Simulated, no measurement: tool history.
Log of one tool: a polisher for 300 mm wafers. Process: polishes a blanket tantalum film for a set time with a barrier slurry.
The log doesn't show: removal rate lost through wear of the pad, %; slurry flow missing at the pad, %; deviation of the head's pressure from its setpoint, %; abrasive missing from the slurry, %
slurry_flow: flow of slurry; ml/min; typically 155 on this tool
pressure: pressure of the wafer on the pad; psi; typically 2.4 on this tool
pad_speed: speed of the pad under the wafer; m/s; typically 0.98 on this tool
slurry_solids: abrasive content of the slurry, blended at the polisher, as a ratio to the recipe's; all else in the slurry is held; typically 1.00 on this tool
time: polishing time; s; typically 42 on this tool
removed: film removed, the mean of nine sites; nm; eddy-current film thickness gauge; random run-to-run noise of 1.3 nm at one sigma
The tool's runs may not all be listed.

| run | day | slurry_flow | pressure | pad_speed | slurry_solids | time | wafers since the last listed run | wafers polished on this pad | hours since the slurry nozzle was cleaned | hours since the head pressure was calibrated | hours since the slurry blender was calibrated | incoming thickness of the incoming film, nm | removed |
|---|---|---|---|---|---|---|---|---|---|---|---|---|---|
| 1 | 0.000 | 110 | 2.4 | 0.98 | 1.00 | 42 | 0 | 540 | 542.9 | 522.9 | 211.0 | 248.6 | 95.2 |
| 2 | 1.458 | 110 | 2.4 | 0.98 | 1.00 | 42 | 441 | 981 | 577.9 | 557.9 | 246.0 | 247.5 | 94.9 |
|  | 2.192 | slurry blender recalibrated |
|  | 2.383 | slurry nozzle cleaned |
| 3 | 3.279 | 120 | 2.4 | 0.98 | 1.00 | 42 | 513 | 1494 | 21.5 | 601.6 | 26.1 | 246.8 | 97.1 |
| 4 | 5.142 | 120 | 2.4 | 0.98 | 1.00 | 42 | 563 | 2058 | 66.2 | 646.3 | 70.8 | 253.7 | 98.8 |
| 5 | 7.325 | 120 | 2.4 | 0.98 | 1.00 | 42 | 660 | 2719 | 118.6 | 698.7 | 123.2 | 249.1 | 97.4 |
|  | 8.300 | worn pad replaced by a new one |
| 6 | 10.179 | 155 | 2.4 | 0.98 | 1.00 | 48 | 813 | 568 | 187.1 | 767.2 | 191.7 | 251.1 | 122.9 |
|  | 12.346 | slurry blender recalibrated |
| 7 | 13.104 | 155 | 2.4 | 0.98 | 1.00 | 48 | 860 | 1428 | 257.3 | 837.4 | 18.2 | 246.5 | 122.5 |
| 8 | 14.229 | 155 | 2.4 | 1.18 | 1.00 | 42 | 340 | 1768 | 284.3 | 864.4 | 45.2 | 253.3 | 123.8 |
| 9 | 15.958 | 155 | 2.4 | 1.18 | 1.00 | 42 | 523 | 2292 | 325.8 | 905.9 | 86.7 | 251.2 | 122.2 |
| 10 | 18.262 | 155 | 2.4 | 0.98 | 1.00 | 42 | 697 | 2989 | 381.1 | 961.2 | 142.0 | 249.9 | 106.3 |
|  | 19.596 | worn pad replaced by a new one |
| 11 | 20.675 | 155 | 2.4 | 0.98 | 1.00 | 42 | 679 | 326 | 439.0 | 1019.1 | 199.9 | 247.5 | 105.3 |
| 12 | 22.625 | 155 | 2.4 | 0.98 | 0.85 | 42 | 590 | 916 | 485.8 | 1065.9 | 246.7 | 249.2 | 103.1 |
|  | 24.058 | slurry nozzle cleaned |
|  | 25.150 | slurry blender recalibrated |
| 13 | 25.617 | 155 | 2.4 | 0.98 | 0.85 | 42 | 867 | 1783 | 37.4 | 1137.7 | 11.2 | 253.9 | 105.9 |
| 14 | 26.625 | 155 | 2.4 | 0.98 | 1.00 | 42 | 305 | 2089 | 61.6 | 1161.9 | 35.4 | 251.0 | 107.5 |
| 15 | 28.996 | 155 | 2.8 | 1.08 | 0.85 | 42 | 717 | 2806 | 118.5 | 1218.8 | 92.3 | 251.3 | 133.0 |
| 16 | 31.412 | 155 | 2.4 | 0.98 | 1.00 | 42 | 731 | 3538 | 176.5 | 1276.8 | 150.3 | 251.6 | 106.3 |
|  | 32.446 | worn pad replaced by a new one |
| 17 | 33.671 | 120 | 2.4 | 0.82 | 1.00 | 42 | 633 | 370 | 230.7 | 1331.0 | 204.5 | 247.6 | 90.6 |
| 18 | 35.629 | 155 | 2.8 | 0.66 | 1.25 | 42 | 592 | 963 | 277.7 | 1378.0 | 251.5 | 250.8 | 96.8 |
| 19 | 36.683 | 155 | 2.4 | 0.98 | 1.00 | 42 | 319 | 1282 | 303.0 | 1403.3 | 276.8 | 249.9 | 107.4 |
|  | 38.067 | slurry blender recalibrated |
| 20 | 38.250 | 155 | 2.4 | 0.98 | 1.00 | 42 | 448 | 1731 | 340.6 | 1440.9 | 4.4 | 252.0 | 107.2 |
| 21 | 41.079 | 125 | 1.6 | 1.28 | 1.25 | 42 | 856 | 2587 | 408.5 | 1508.8 | 72.3 | 248.9 | 93.0 |
|  | 43.592 | head pressure recalibrated |
|  | 43.621 | worn pad replaced by a new one |
|  | 45.292 | slurry nozzle cleaned |
| 22 | 46.242 | 140 | 2.4 | 0.98 | 1.00 | 33 | 1516 | 780 | 22.8 | 63.6 | 196.2 | 247.1 | 74.6 |
| 23 | 47.304 | 200 | 2.4 | 0.98 | 0.75 | 42 | 321 | 1102 | 48.3 | 89.1 | 221.7 | 249.9 | 95.2 |
|  | 48.033 | slurry blender recalibrated |
| 24 | 49.196 | 155 | 2.4 | 0.98 | 1.00 | 42 | 547 | 1649 | 93.7 | 134.5 | 27.9 | 251.9 | 99.3 |
| 25 | 51.338 | 100 | 3.1 | 0.98 | 1.00 | 56 | 648 | 2297 | 145.1 | 185.9 | 79.3 | 249.9 | 152.4 |
| 26 | 53.775 | 175 | 2.4 | 0.98 | 1.00 | 32 | 737 | 3035 | 203.6 | 244.4 | 137.8 | 247.6 | 76.7 |
|  | 54.588 | worn pad replaced by a new one |
| 27 | 56.262 | 155 | 2.4 | 1.10 | 1.00 | 42 | 702 | 507 | 263.3 | 304.1 | 197.5 | 248.2 | 111.9 |
| 28 | 57.379 | 190 | 2.4 | 0.98 | 1.00 | 55 | 338 | 845 | 290.1 | 330.9 | 224.3 | 246.4 | 134.0 |

Branching from run 28: 3 alternative next runs. What would each branch give?
| A | 57.396 | 155 | 2.4 | 0.98 | 1.00 | 42 | 5 | 850 | 290.5 | 331.3 | 224.7 | 254.8 | ? |
| B | 57.396 | 155 | 3.2 | 0.74 | 0.85 | 37 | 5 | 850 | 290.5 | 331.3 | 224.7 | 254.8 | ? |
| C | 57.396 | 155 | 2.4 | 1.06 | 1.00 | 42 | 5 | 850 | 290.5 | 331.3 | 224.7 | 254.8 | ? |

| run | removed |
|---|---|
| A | 96.8 |
| B | 86.5 |
| C | 103.7 |
Had the tool no hidden state, the same runs would have come out as:
| run | removed |
|---|---|
| A | 95.1 |
| B | 85.0 |
| C | 101.8 |

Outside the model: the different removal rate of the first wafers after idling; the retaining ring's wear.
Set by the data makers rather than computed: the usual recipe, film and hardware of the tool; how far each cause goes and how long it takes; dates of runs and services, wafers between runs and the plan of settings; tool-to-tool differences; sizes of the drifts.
